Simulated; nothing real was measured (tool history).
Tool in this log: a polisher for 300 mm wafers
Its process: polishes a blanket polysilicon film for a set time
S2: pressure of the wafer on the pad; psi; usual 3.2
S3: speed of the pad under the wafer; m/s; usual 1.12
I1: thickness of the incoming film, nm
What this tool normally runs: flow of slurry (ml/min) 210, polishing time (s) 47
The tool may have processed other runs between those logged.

run 1 hour=0 | flow_of_slurry_(ml/min)=210 S2=3.2 S3=1.12 polishing_time_(s)=47 | I1=1407.3 | film_removed_(Å)=5232
run 2 hour=9 | flow_of_slurry_(ml/min)=210 S2=3.2 S3=1.12 polishing_time_(s)=47 | I1=1399.2 | film_removed_(Å)=5256
run 3 hour=21.5 | flow_of_slurry_(ml/min)=235 S2=3.2 S3=1.12 polishing_time_(s)=47 | I1=1393 | film_removed_(Å)=5323
run 4 hour=27.9 | flow_of_slurry_(ml/min)=235 S2=3.2 S3=1.12 polishing_time_(s)=47 | I1=1396.3 | film_removed_(Å)=5324
run 5 hour=45.7 | flow_of_slurry_(ml/min)=210 S2=3.2 S3=1.4 polishing_time_(s)=47 | I1=1379.4 | film_removed_(Å)=6295
-- hour=56.2 worn pad replaced by a new one, of another model than before
run 6 hour=61.9 | flow_of_slurry_(ml/min)=210 S2=3.2 S3=1.4 polishing_time_(s)=47 | I1=1405.9 | film_removed_(Å)=6179
run 7 hour=72.3 | flow_of_slurry_(ml/min)=210 S2=3.2 S3=1.12 polishing_time_(s)=47 | I1=1394.3 | film_removed_(Å)=5299
run 8 hour=85.3 | flow_of_slurry_(ml/min)=210 S2=3.2 S3=1.12 polishing_time_(s)=47 | I1=1403.1 | film_removed_(Å)=5256
run 9 hour=98.4 | flow_of_slurry_(ml/min)=250 S2=2.7 S3=1.12 polishing_time_(s)=52 | I1=1381.5 | film_removed_(Å)=5289
run 10 hour=109.6 | flow_of_slurry_(ml/min)=210 S2=3.2 S3=1.12 polishing_time_(s)=47 | I1=1364 | film_removed_(Å)=5216
run 11 hour=127.3 | flow_of_slurry_(ml/min)=210 S2=3.2 S3=1.12 polishing_time_(s)=36 | I1=1387.6 | film_removed_(Å)=3963
run 12 hour=137 | flow_of_slurry_(ml/min)=145 S2=2.4 S3=1.4 polishing_time_(s)=32 | I1=1401.2 | film_removed_(Å)=2716

Run 13, settings as shown, results not yet in. Your forecast:
-- hour=139.6 head pressure recalibrated
-- hour=146.5 slurry nozzle cleaned
-- hour=146.9 worn pad replaced by a new one
run 13 hour=147.4 | flow_of_slurry_(ml/min)=180 S2=3.2 S3=1.12 polishing_time_(s)=56 | I1=1364.5 | film_removed_(Å)=?

film removed (Å): 6089
Were there no unlogged condition in the tool, this run, its random variation unchanged, would have produced film removed (Å) 6118.
